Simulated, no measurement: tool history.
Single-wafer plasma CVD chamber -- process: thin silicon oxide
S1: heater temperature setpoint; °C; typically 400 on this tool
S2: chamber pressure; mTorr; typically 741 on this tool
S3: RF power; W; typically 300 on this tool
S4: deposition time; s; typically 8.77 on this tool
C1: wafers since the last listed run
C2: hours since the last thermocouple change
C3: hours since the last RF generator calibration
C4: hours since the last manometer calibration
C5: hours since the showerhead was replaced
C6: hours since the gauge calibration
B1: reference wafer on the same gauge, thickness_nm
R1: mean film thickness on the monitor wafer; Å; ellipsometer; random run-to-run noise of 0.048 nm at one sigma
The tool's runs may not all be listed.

run 1 hour=0.0 | S1=400 S2=741 S3=300 S4=8.77 | C1=0 C2=1286.3 C3=264.2 C4=672.2 C5=4816.2 C6=633.6 | B1=12.694 | R1=144.45
run 2 hour=30.2 | S1=400 S2=741 S3=300 S4=8.77 | C1=786 C2=1316.5 C3=294.4 C4=702.4 C5=4846.4 C6=663.8 | B1=12.700 | R1=144.78
run 3 hour=62.2 | S1=400 S2=741 S3=300 S4=8.77 | C1=832 C2=1348.5 C3=326.4 C4=734.4 C5=4878.4 C6=695.8 | B1=12.687 | R1=143.97
run 4 hour=95.5 | S1=400 S2=741 S3=300 S4=8.77 | C1=866 C2=1381.8 C3=359.7 C4=767.7 C5=4911.7 C6=729.1 | B1=12.707 | R1=144.77
run 5 hour=133.4 | S1=400 S2=741 S3=300 S4=8.77 | C1=986 C2=1419.7 C3=397.6 C4=805.6 C5=4949.6 C6=767.0 | B1=12.699 | R1=144.66
run 6 hour=195.5 | S1=400 S2=741 S3=300 S4=8.77 | C1=1616 C2=1481.8 C3=459.7 C4=867.7 C5=5011.7 C6=829.1 | B1=12.705 | R1=145.59
run 7 hour=364.4 | S1=400 S2=741 S3=300 S4=8.77 | C1=4396 C2=1650.7 C3=628.6 C4=1036.6 C5=5180.6 C6=998.0 | B1=12.697 | R1=144.57
run 8 hour=485.1 | S1=400 S2=741 S3=300 S4=8.77 | C1=3141 C2=1771.4 C3=749.3 C4=1157.3 C5=5301.3 C6=1118.7 | B1=12.697 | R1=145.05
run 9 hour=519.7 | S1=400 S2=741 S3=300 S4=8.77 | C1=900 C2=1806.0 C3=783.9 C4=1191.9 C5=5335.9 C6=1153.3 | B1=12.695 | R1=143.87
run 10 hour=553.3 | S1=400 S2=741 S3=300 S4=8.77 | C1=874 C2=1839.6 C3=817.5 C4=1225.5 C5=5369.5 C6=1186.9 | B1=12.700 | R1=144.98
run 11 hour=581.5 | S1=400 S2=741 S3=300 S4=8.77 | C1=733 C2=1867.8 C3=845.7 C4=1253.7 C5=5397.7 C6=1215.1 | B1=12.701 | R1=144.07
run 12 hour=606.1 | S1=400 S2=741 S3=300 S4=8.77 | C1=640 C2=1892.4 C3=870.3 C4=1278.3 C5=5422.3 C6=1239.7 | B1=12.709 | R1=145.07
run 13 hour=643.7 | S1=400 S2=741 S3=300 S4=8.77 | C1=978 C2=1930.0 C3=907.9 C4=1315.9 C5=5459.9 C6=1277.3 | B1=12.707 | R1=144.94
-- hour=671.4 thermocouple changed; heater temperature recalibrated
run 14 hour=713.2 | S1=400 S2=600 S3=300 S4=8.77 | C1=1600 C2=41.8 C3=977.4 C4=1385.4 C5=5529.4 C6=1346.8 | B1=12.707 | R1=119.01
run 15 hour=758.9 | S1=400 S2=583 S3=270 S4=8.31 | C1=1189 C2=87.5 C3=1023.1 C4=1431.1 C5=5575.1 C6=1392.5 | B1=12.710 | R1=105.33
-- hour=810.4 RF generator calibrated
run 16 hour=812.5 | S1=400 S2=558 S3=320 S4=7.15 | C1=1186 C2=141.1 C3=2.1 C4=1484.7 C5=5628.7 C6=1446.1 | B1=12.701 | R1=93.14
-- hour=819.2 gauge calibrated
run 17 hour=863.1 | S1=400 S2=741 S3=300 S4=8.77 | C1=1317 C2=191.7 C3=52.7 C4=1535.3 C5=5679.3 C6=43.9 | B1=12.704 | R1=145.13
run 18 hour=931.7 | S1=400 S2=741 S3=300 S4=8.77 | C1=1785 C2=260.3 C3=121.3 C4=1603.9 C5=5747.9 C6=112.5 | B1=12.703 | R1=144.97
run 19 hour=959.6 | S1=385 S2=607 S3=245 S4=9.22 | C1=726 C2=288.2 C3=149.2 C4=1631.8 C5=5775.8 C6=140.4 | B1=12.696 | R1=116.69
-- hour=973.2 capacitance manometer re-zeroed and calibrated
-- hour=990.2 showerhead replaced
run 20 hour=1001.5 | S1=400 S2=741 S3=300 S4=8.77 | C1=674 C2=330.1 C3=191.1 C4=28.3 C5=11.3 C6=182.3 | B1=12.702 | R1=144.76
run 21 hour=1063.2 | S1=400 S2=591 S3=240 S4=8.77 | C1=1605 C2=391.8 C3=252.8 C4=90.0 C5=73.0 C6=244.0 | B1=12.698 | R1=105.64
run 22 hour=1101.9 | S1=414 S2=658 S3=340 S4=7.83 | C1=1007 C2=430.5 C3=291.5 C4=128.7 C5=111.7 C6=282.7 | B1=12.704 | R1=120.71
run 23 hour=1170.7 | S1=393 S2=889 S3=255 S4=9.54 | C1=1790 C2=499.3 C3=360.3 C4=197.5 C5=180.5 C6=351.5 | B1=12.704 | R1=171.67
run 24 hour=1215.0 | S1=400 S2=741 S3=300 S4=10.04 | C1=1153 C2=543.6 C3=404.6 C4=241.8 C5=224.8 C6=395.8 | B1=12.705 | R1=165.20
run 25 hour=1396.5 | S1=390 S2=797 S3=300 S4=8.77 | C1=4724 C2=725.1 C3=586.1 C4=423.3 C5=406.3 C6=577.3 | B1=12.698 | R1=154.73
run 26 hour=1444.0 | S1=400 S2=741 S3=300 S4=8.77 | C1=1236 C2=772.6 C3=633.6 C4=470.8 C5=453.8 C6=624.8 | B1=12.699 | R1=144.28
run 27 hour=1504.7 | S1=390 S2=741 S3=245 S4=8.77 | C1=1579 C2=833.3 C3=694.3 C4=531.5 C5=514.5 C6=685.5 | B1=12.701 | R1=133.95
run 28 hour=1530.6 | S1=405 S2=820 S3=350 S4=7.34 | C1=674 C2=859.2 C3=720.2 C4=557.4 C5=540.4 C6=711.4 | B1=12.699 | R1=139.75

Hidden state at the last listed run before each entry between runs and at the first one after, where it differs:
In the gap between runs 13 and 14: thermocouple changed; heater temperature recalibrated (hour 671.4)
  the hidden state is the same at both runs
In the gap between runs 15 and 16: RF generator calibrated (hour 810.4)
  the hidden state is the same at both runs
In the gap between runs 16 and 17: gauge calibrated (hour 819.2)
  the hidden state is the same at both runs
In the gap between runs 19 and 20: capacitance manometer re-zeroed and calibrated (hour 973.2); showerhead replaced (hour 990.2)
  the hidden state is the same at both runs
